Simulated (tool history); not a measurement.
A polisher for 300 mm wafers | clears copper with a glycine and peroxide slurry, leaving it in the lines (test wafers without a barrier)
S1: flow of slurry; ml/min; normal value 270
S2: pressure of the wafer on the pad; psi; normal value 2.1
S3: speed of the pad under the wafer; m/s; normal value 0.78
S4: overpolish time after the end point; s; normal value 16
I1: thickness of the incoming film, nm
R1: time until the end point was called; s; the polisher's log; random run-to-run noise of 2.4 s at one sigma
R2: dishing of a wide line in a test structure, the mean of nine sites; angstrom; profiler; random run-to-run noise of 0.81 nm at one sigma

run     day   S1   S2    S3  S4     I1     R1   R2
  1       0  245  2.1  0.78  16  426.2  127.3  364
  2   2.729  245  2.1  0.78  16    421  122.3  366
  3   5.654  270  2.1  0.78  16  423.6  125.2  374
  4  17.462  270  2.1  0.78  16  422.8  128.8  356
  5  21.012  270  2.1  0.78  16  420.9  129.9  361
  6  24.725  270  2.1  0.78  16  427.7  122.9  371
  7  28.962  270  1.9  0.78  16    429  130.1  351
  8  37.717  270  2.6  0.78  16  412.6  105.1  417
  9  41.679  325  1.5  0.78  23    419  149.3  412
 10  45.792  270  2.1  0.78  16  420.9  126.4  360
 11  49.242  270  2.1  0.78  16  418.7  135.1  358
 12  52.775  230  2.4  0.54   8  429.5  158.6  167
 13  54.904  270  2.1  0.78  21  415.6  117.5  459
 14  58.521  240  2.1  0.78  16    417  125.6  357
 15  62.075  270  2.1  0.78  16  413.1  119.1  373

Withheld: 9 entries from between the runs. Position of each, and hidden state at the listed run before versus the listed run after:
After run 3, before run 4: worn pad replaced by a new one (day 9.65)
  slurry flow missing at the pad, %: 14.3 -> 30.7
  measured result minus the result with no hidden state, R1: +2 -> +5.4 s; R2: -5 -> -12 angstrom
After run 5, before run 6: slurry nozzle cleaned (day 21.575); head pressure recalibrated (day 23.671); worn pad replaced by a new one (day 23.858)
  slurry flow missing at the pad, %: 35.7 -> 5.44
  measured result minus the result with no hidden state, R1: +6.7 -> +0.7 s; R2: -16 -> -2 angstrom
After run 7, before run 8: worn pad replaced by a new one (day 37.638)
  slurry flow missing at the pad, %: 11.3 -> 23.6
  measured result minus the result with no hidden state, R1: +1.6 -> +3 s; R2: -3 -> -10 angstrom
After run 10, before run 11: head pressure recalibrated (day 46.004); worn pad replaced by a new one (day 49.221)
  slurry flow missing at the pad, %: 34.8 -> 39.6
  measured result minus the result with no hidden state, R1: +6.3 -> +8.1 s; R2: -15 -> -18 angstrom
After run 12, before run 13: slurry nozzle cleaned (day 54.129)
  slurry flow missing at the pad, %: 44.5 -> 2.17
  measured result minus the result with no hidden state, R1: +13.3 -> +0.2 s; R2: -14 -> +0 angstrom
After run 14, before run 15: worn pad replaced by a new one (day 62.008)
  slurry flow missing at the pad, %: 7.22 -> 12.2
  measured result minus the result with no hidden state, R1: +1.1 -> +1.6 s; R2: -3 -> -4 angstrom
